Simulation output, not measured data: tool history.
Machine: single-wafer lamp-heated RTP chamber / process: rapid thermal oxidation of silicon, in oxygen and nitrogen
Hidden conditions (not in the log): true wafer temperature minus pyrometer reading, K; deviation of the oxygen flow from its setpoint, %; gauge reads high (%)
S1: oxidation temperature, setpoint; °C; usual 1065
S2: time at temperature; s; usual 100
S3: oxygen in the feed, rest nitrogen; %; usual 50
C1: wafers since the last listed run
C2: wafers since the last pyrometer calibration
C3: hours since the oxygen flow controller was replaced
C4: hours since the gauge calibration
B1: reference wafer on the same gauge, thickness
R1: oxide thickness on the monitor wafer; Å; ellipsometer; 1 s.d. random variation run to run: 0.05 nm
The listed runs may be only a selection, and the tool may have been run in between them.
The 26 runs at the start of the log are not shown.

run 27 hour=1296.5 | S1=1065 S2=100 S3=50 | C1=409 C2=3264 C3=378.4 C4=609.6 | B1=9.021 | R1=87.68
run 28 hour=1359.1 | S1=1080 S2=122 S3=50 | C1=362 C2=3627 C3=441 C4=672.2 | B1=9.013 | R1=105.33
run 29 hour=1394.7 | S1=1081 S2=100 S3=38 | C1=206 C2=3834 C3=476.6 C4=707.8 | B1=9.026 | R1=87.39
run 30 hour=1418.9 | S1=1057 S2=100 S3=79 | C1=140 C2=3974 C3=500.8 C4=732 | B1=9.018 | R1=97.95
run 31 hour=1461.4 | S1=1046 S2=126 S3=30 | C1=246 C2=4220 C3=543.3 C4=774.5 | B1=9.025 | R1=72.11
run 32 hour=1488.6 | S1=1065 S2=100 S3=50 | C1=157 C2=4378 C3=570.5 C4=801.7 | B1=9.02 | R1=87.67
run 33 hour=1546.9 | S1=1065 S2=128 S3=62 | C1=338 C2=4716 C3=628.8 C4=860 | B1=9.023 | R1=107.71
-- hour=1555.2 pyrometer window cleaned and pyrometer calibrated
run 34 hour=1592.3 | S1=1075 S2=71 S3=50 | C1=216 C2=215 C3=674.2 C4=905.4 | B1=9.012 | R1=77.42
run 35 hour=1646.8 | S1=1055 S2=53 S3=50 | C1=316 C2=531 C3=728.7 C4=959.9 | B1=9.013 | R1=59.89
run 36 hour=1675.1 | S1=1065 S2=117 S3=61 | C1=164 C2=695 C3=757 C4=988.2 | B1=9.016 | R1=97.63
run 37 hour=1734.5 | S1=1042 S2=100 S3=27 | C1=344 C2=1039 C3=816.4 C4=1047.6 | B1=9.021 | R1=57.71

5 ways to go on from here, each from the tool as it stands after run 37. What would each give?
run A hour=1734.9 | S1=1065 S2=65 S3=50 | C1=2 C2=1042 C3=816.8 C4=1048 | B1=? | R1=?
run B hour=1734.9 | S1=1046 S2=141 S3=32 | C1=2 C2=1042 C3=816.8 C4=1048 | B1=? | R1=?
run C hour=1734.9 | S1=1038 S2=100 S3=50 | C1=2 C2=1042 C3=816.8 C4=1048 | B1=? | R1=?
run D hour=1734.9 | S1=1092 S2=58 S3=65 | C1=2 C2=1042 C3=816.8 C4=1048 | B1=? | R1=?
run E hour=1734.9 | S1=1050 S2=100 S3=50 | C1=2 C2=1042 C3=816.8 C4=1048 | B1=? | R1=?

run=A B1=9.012 R1=70.3
run=B B1=9.012 R1=74.71
run=C B1=9.012 R1=70.93
run=D B1=9.012 R1=87.51
run=E B1=9.012 R1=77.05
What these runs would have given with no unlogged condition in the tool:
run=A R1=70.12
run=B R1=74.52
run=C R1=70.74
run=D R1=87.29
run=E R1=76.85
